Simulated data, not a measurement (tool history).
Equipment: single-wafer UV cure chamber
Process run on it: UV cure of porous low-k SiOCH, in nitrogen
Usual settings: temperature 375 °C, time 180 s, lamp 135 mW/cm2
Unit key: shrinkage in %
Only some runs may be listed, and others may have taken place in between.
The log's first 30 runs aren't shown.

{"run": 31, "hour": 734.5, "temperature": 392, "time": 135, "lamp": 147, "shrinkage": 12.736}
{"run": 32, "hour": 770.3, "temperature": 375, "time": 245, "lamp": 135, "shrinkage": 15.173}
{"run": 33, "hour": 802.6, "temperature": 375, "time": 125, "lamp": 135, "shrinkage": 11.458}
{"run": 34, "hour": 837.5, "temperature": 375, "time": 180, "lamp": 135, "shrinkage": 13.396}
{"run": 35, "hour": 931.7, "temperature": 395, "time": 235, "lamp": 157, "shrinkage": 15.701}
{"run": 36, "hour": 967.3, "temperature": 387, "time": 180, "lamp": 119, "shrinkage": 12.566}
{"hour": 1022.1, "done": "quartz window cleaned"}
{"run": 37, "hour": 1029.2, "temperature": 375, "time": 180, "lamp": 135, "shrinkage": 13.437}
{"run": 38, "hour": 1064.4, "temperature": 391, "time": 180, "lamp": 135, "shrinkage": 13.662}
{"run": 39, "hour": 1076.4, "temperature": 360, "time": 75, "lamp": 165, "shrinkage": 9.544}
{"run": 40, "hour": 1097.8, "temperature": 380, "time": 130, "lamp": 135, "shrinkage": 12.01}
{"run": 41, "hour": 1122.3, "temperature": 390, "time": 180, "lamp": 135, "shrinkage": 13.705}
{"run": 42, "hour": 1138.7, "temperature": 392, "time": 210, "lamp": 152, "shrinkage": 15.143}
{"run": 43, "hour": 1159.0, "temperature": 370, "time": 85, "lamp": 164, "shrinkage": 10.178}
{"run": 44, "hour": 1172.5, "temperature": 391, "time": 285, "lamp": 112, "shrinkage": 15.057}

What if the next run were any one of these 4? Each begins from the tool's condition after run 44:
{"run": "A", "hour": 1172.9, "temperature": 375, "time": 180, "lamp": 135, "shrinkage": "?"}
{"run": "B", "hour": 1172.9, "temperature": 364, "time": 235, "lamp": 135, "shrinkage": "?"}
{"run": "C", "hour": 1172.9, "temperature": 375, "time": 225, "lamp": 173, "shrinkage": "?"}
{"run": "D", "hour": 1172.9, "temperature": 394, "time": 225, "lamp": 118, "shrinkage": "?"}

run=A shrinkage=13.115
run=B shrinkage=14.307
run=C shrinkage=15.698
run=D shrinkage=14.006
The same runs, with their run-to-run variation unchanged, on a tool lacking any hidden condition would have given:
run=A shrinkage=13.926
run=B shrinkage=15.137
run=C shrinkage=16.547
run=D shrinkage=14.831
